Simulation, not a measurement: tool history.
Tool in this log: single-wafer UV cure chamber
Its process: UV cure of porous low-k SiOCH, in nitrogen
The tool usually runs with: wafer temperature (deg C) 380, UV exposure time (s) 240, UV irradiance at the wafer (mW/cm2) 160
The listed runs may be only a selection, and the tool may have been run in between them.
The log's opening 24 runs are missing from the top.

run	day	wafer temperature (deg C)	UV exposure time (s)	UV irradiance at the wafer (mW/cm2)	wafers since the last listed run	hours since the UV bulbs were replaced	wafers since the quartz window was cleaned	loss of film thickness in the cure (%)
25	55.417	380	185	120	98	1298.4	1826	13.613
26	57.733	380	145	160	197	1354.0	2023	13.901
27	60.483	371	360	142	233	1420.0	2257	17.492
# day 62.796: UV bulbs replaced
28	63.254	370	355	190	207	11.0	2464	19.253
29	65.767	366	140	132	213	71.3	2678	12.202
30	67.646	380	120	124	159	116.4	2838	11.077
31	70.008	366	240	198	200	173.1	3039	16.727
32	71.438	380	240	160	121	207.4	3160	16.030
# day 74.067: quartz window cleaned
33	74.088	372	360	193	197	271.0	1	19.513
34	76.404	380	340	127	197	326.6	198	17.108
35	78.992	380	240	175	220	388.7	419	17.799

Each row is a separate what-if for the run after 35, all from the same tool condition, not one after another. Results?
A	79.012	380	240	160	1	389.2	420	?
B	79.012	369	385	175	1	389.2	420	?
C	79.012	387	240	160	1	389.2	420	?
D	79.012	364	310	135	1	389.2	420	?
E	79.012	366	240	160	1	389.2	420	?

run	loss of film thickness in the cure (%)
A	16.666
B	19.363
C	16.813
D	16.765
E	16.363
The same runs, with their run-to-run variation unchanged, on a tool lacking any hidden condition would have given:
run	loss of film thickness in the cure (%)
A	16.724
B	19.420
C	16.871
D	16.823
E	16.420
